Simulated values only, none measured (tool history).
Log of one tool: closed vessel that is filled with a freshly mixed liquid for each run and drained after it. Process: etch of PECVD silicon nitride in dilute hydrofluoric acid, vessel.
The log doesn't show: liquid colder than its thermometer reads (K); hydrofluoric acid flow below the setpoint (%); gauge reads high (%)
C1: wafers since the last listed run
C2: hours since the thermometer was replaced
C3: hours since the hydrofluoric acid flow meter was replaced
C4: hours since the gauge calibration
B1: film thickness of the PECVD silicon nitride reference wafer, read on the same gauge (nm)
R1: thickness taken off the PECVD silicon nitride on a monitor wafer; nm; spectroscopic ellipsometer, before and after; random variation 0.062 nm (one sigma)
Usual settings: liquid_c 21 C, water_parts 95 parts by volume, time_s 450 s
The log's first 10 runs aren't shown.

{"run": 11, "hour": 133.5, "liquid_c": 21, "water_parts": 95, "time_s": 450, "C1": 664, "C2": 86.1, "C3": 1843.1, "C4": 100.5, "B1": 60.04, "R1": 12.58}
{"run": 12, "hour": 147.9, "liquid_c": 21, "water_parts": 115, "time_s": 300, "C1": 1112, "C2": 100.5, "C3": 1857.5, "C4": 114.9, "B1": 60, "R1": 6.93}
{"run": 13, "hour": 180.6, "liquid_c": 17, "water_parts": 125, "time_s": 605, "C1": 2526, "C2": 133.2, "C3": 1890.2, "C4": 147.6, "B1": 59.99, "R1": 9.94}
{"run": 14, "hour": 194.3, "liquid_c": 21, "water_parts": 135, "time_s": 450, "C1": 1058, "C2": 146.9, "C3": 1903.9, "C4": 161.3, "B1": 59.99, "R1": 8.84}
{"run": 15, "hour": 202.3, "liquid_c": 21, "water_parts": 95, "time_s": 450, "C1": 618, "C2": 154.9, "C3": 1911.9, "C4": 169.3, "B1": 60.03, "R1": 12.56}
{"run": 16, "hour": 214.6, "liquid_c": 18, "water_parts": 80, "time_s": 635, "C1": 950, "C2": 167.2, "C3": 1924.2, "C4": 181.6, "B1": 59.98, "R1": 17.01}
{"run": 17, "hour": 230.4, "liquid_c": 21, "water_parts": 95, "time_s": 450, "C1": 1220, "C2": 183, "C3": 1940, "C4": 197.4, "B1": 60.03, "R1": 12.56}
{"run": 18, "hour": 246.0, "liquid_c": 21, "water_parts": 55, "time_s": 625, "C1": 1205, "C2": 198.6, "C3": 1955.6, "C4": 213, "B1": 60, "R1": 29.79}
{"run": 19, "hour": 261.7, "liquid_c": 21, "water_parts": 95, "time_s": 240, "C1": 1213, "C2": 214.3, "C3": 1971.3, "C4": 228.7, "B1": 60.01, "R1": 6.67}
{"hour": 273.8, "done": "hydrofluoric acid flow meter replaced"}
{"run": 20, "hour": 275.3, "liquid_c": 21, "water_parts": 95, "time_s": 450, "C1": 973, "C2": 227.9, "C3": 1.5, "C4": 242.3, "B1": 59.98, "R1": 14.01}
{"run": 21, "hour": 292.0, "liquid_c": 24, "water_parts": 95, "time_s": 680, "C1": 1290, "C2": 244.6, "C3": 18.2, "C4": 259, "B1": 60.02, "R1": 26.1}
{"run": 22, "hour": 305.4, "liquid_c": 21, "water_parts": 55, "time_s": 625, "C1": 1035, "C2": 258, "C3": 31.6, "C4": 272.4, "B1": 59.99, "R1": 33.32}
{"run": 23, "hour": 312.3, "liquid_c": 22.5, "water_parts": 95, "time_s": 525, "C1": 533, "C2": 264.9, "C3": 38.5, "C4": 279.3, "B1": 60, "R1": 18.14}
{"run": 24, "hour": 326.4, "liquid_c": 21, "water_parts": 70, "time_s": 520, "C1": 1089, "C2": 279, "C3": 52.6, "C4": 293.4, "B1": 59.98, "R1": 21.97}
{"run": 25, "hour": 341.2, "liquid_c": 21, "water_parts": 95, "time_s": 450, "C1": 1143, "C2": 293.8, "C3": 67.4, "C4": 308.2, "B1": 60.01, "R1": 14.01}
{"run": 26, "hour": 358.3, "liquid_c": 21, "water_parts": 95, "time_s": 450, "C1": 1321, "C2": 310.9, "C3": 84.5, "C4": 325.3, "B1": 59.99, "R1": 13.96}
{"run": 27, "hour": 373.5, "liquid_c": 21, "water_parts": 55, "time_s": 450, "C1": 1174, "C2": 326.1, "C3": 99.7, "C4": 340.5, "B1": 60.01, "R1": 23.91}
{"run": 28, "hour": 387.6, "liquid_c": 21, "water_parts": 95, "time_s": 450, "C1": 1089, "C2": 340.2, "C3": 113.8, "C4": 354.6, "B1": 60.02, "R1": 13.95}
{"run": 29, "hour": 401.2, "liquid_c": 25, "water_parts": 75, "time_s": 450, "C1": 1050, "C2": 353.8, "C3": 127.4, "C4": 368.2, "B1": 60, "R1": 22.92}

Forecast run 30:
{"run": 30, "hour": 412.7, "liquid_c": 18.5, "water_parts": 60, "time_s": 330, "C1": 888, "C2": 365.3, "C3": 138.9, "C4": 379.7, "B1": "?", "R1": "?"}

Run 30 gave B1 60.01, R1 13.46 nm.
Without the tool's hidden state the same run would have given R1 13.64 nm.
